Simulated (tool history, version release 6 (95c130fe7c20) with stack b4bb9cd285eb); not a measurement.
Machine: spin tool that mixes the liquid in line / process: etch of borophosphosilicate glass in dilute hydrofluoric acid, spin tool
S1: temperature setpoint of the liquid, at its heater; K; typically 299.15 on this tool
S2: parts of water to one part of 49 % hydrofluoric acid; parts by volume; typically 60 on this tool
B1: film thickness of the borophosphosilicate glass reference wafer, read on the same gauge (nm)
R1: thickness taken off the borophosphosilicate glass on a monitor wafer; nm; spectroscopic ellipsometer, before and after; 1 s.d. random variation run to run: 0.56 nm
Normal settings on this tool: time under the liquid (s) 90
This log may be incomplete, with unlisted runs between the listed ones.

{"run": 1, "hour": 0.0, "S1": 299.15, "S2": 60, "time under the liquid (s)": 70, "B1": 100.04, "R1": 42.03}
{"hour": 5.0, "done": "gauge calibrated"}
{"run": 2, "hour": 90.6, "S1": 299.15, "S2": 60, "time under the liquid (s)": 70, "B1": 100.0, "R1": 41.88}
{"hour": 151.0, "done": "thermometer replaced"}
{"run": 3, "hour": 178.7, "S1": 299.15, "S2": 60, "time under the liquid (s)": 90, "B1": 99.99, "R1": 53.55}
{"run": 4, "hour": 245.5, "S1": 299.15, "S2": 60, "time under the liquid (s)": 90, "B1": 100.0, "R1": 53.94}
{"run": 5, "hour": 323.0, "S1": 299.15, "S2": 60, "time under the liquid (s)": 90, "B1": 100.02, "R1": 53.9}
{"run": 6, "hour": 414.5, "S1": 299.15, "S2": 60, "time under the liquid (s)": 90, "B1": 100.02, "R1": 51.78}
{"run": 7, "hour": 478.3, "S1": 300.15, "S2": 60, "time under the liquid (s)": 90, "B1": 100.01, "R1": 54.65}
{"run": 8, "hour": 578.8, "S1": 300.15, "S2": 60, "time under the liquid (s)": 90, "B1": 100.0, "R1": 54.66}
{"run": 9, "hour": 680.3, "S1": 300.15, "S2": 60, "time under the liquid (s)": 90, "B1": 99.96, "R1": 54.05}
{"run": 10, "hour": 737.8, "S1": 299.15, "S2": 60, "time under the liquid (s)": 90, "B1": 100.01, "R1": 52.21}
{"run": 11, "hour": 829.8, "S1": 299.15, "S2": 60, "time under the liquid (s)": 115, "B1": 99.99, "R1": 65.73}
{"hour": 917.8, "done": "thermometer replaced"}
{"hour": 920.5, "done": "hydrofluoric acid flow meter replaced"}
{"run": 12, "hour": 922.0, "S1": 299.15, "S2": 60, "time under the liquid (s)": 90, "B1": 100.03, "R1": 55.33}
{"hour": 965.1, "done": "gauge calibrated"}
{"run": 13, "hour": 1010.5, "S1": 299.15, "S2": 80, "time under the liquid (s)": 50, "B1": 99.98, "R1": 22.5}
{"run": 14, "hour": 1063.2, "S1": 303.65, "S2": 70, "time under the liquid (s)": 125, "B1": 100.01, "R1": 77.69}
{"run": 15, "hour": 1156.7, "S1": 299.15, "S2": 50, "time under the liquid (s)": 90, "B1": 100.02, "R1": 67.75}
{"run": 16, "hour": 1258.3, "S1": 302.15, "S2": 80, "time under the liquid (s)": 110, "B1": 100.02, "R1": 54.02}
{"run": 17, "hour": 1302.2, "S1": 300.65, "S2": 60, "time under the liquid (s)": 90, "B1": 100.01, "R1": 59.03}
{"run": 18, "hour": 1351.5, "S1": 299.15, "S2": 85, "time under the liquid (s)": 145, "B1": 100.01, "R1": 59.75}
{"run": 19, "hour": 1423.1, "S1": 299.15, "S2": 60, "time under the liquid (s)": 90, "B1": 99.96, "R1": 53.91}

Consider 4 possible next runs. They are alternatives, not a sequence: every one starts from the tool as it was left by run 19. What does each give?
{"run": "A", "hour": 1423.5, "S1": 299.15, "S2": 60, "time under the liquid (s)": 90, "B1": "?", "R1": "?"}
{"run": "B", "hour": 1423.5, "S1": 300.65, "S2": 75, "time under the liquid (s)": 50, "B1": "?", "R1": "?"}
{"run": "C", "hour": 1423.5, "S1": 303.15, "S2": 60, "time under the liquid (s)": 75, "B1": "?", "R1": "?"}
{"run": "D", "hour": 1423.5, "S1": 301.65, "S2": 45, "time under the liquid (s)": 90, "B1": "?", "R1": "?"}

run=A B1=100.04 R1=53.69
run=B B1=100.04 R1=24.78
run=C B1=100.04 R1=52.38
run=D B1=100.04 R1=80.89
Stripped of hidden state, with their random variation kept, the same runs would have yielded:
run=A R1=56.29
run=B R1=26.01
run=C R1=54.94
run=D R1=84.76
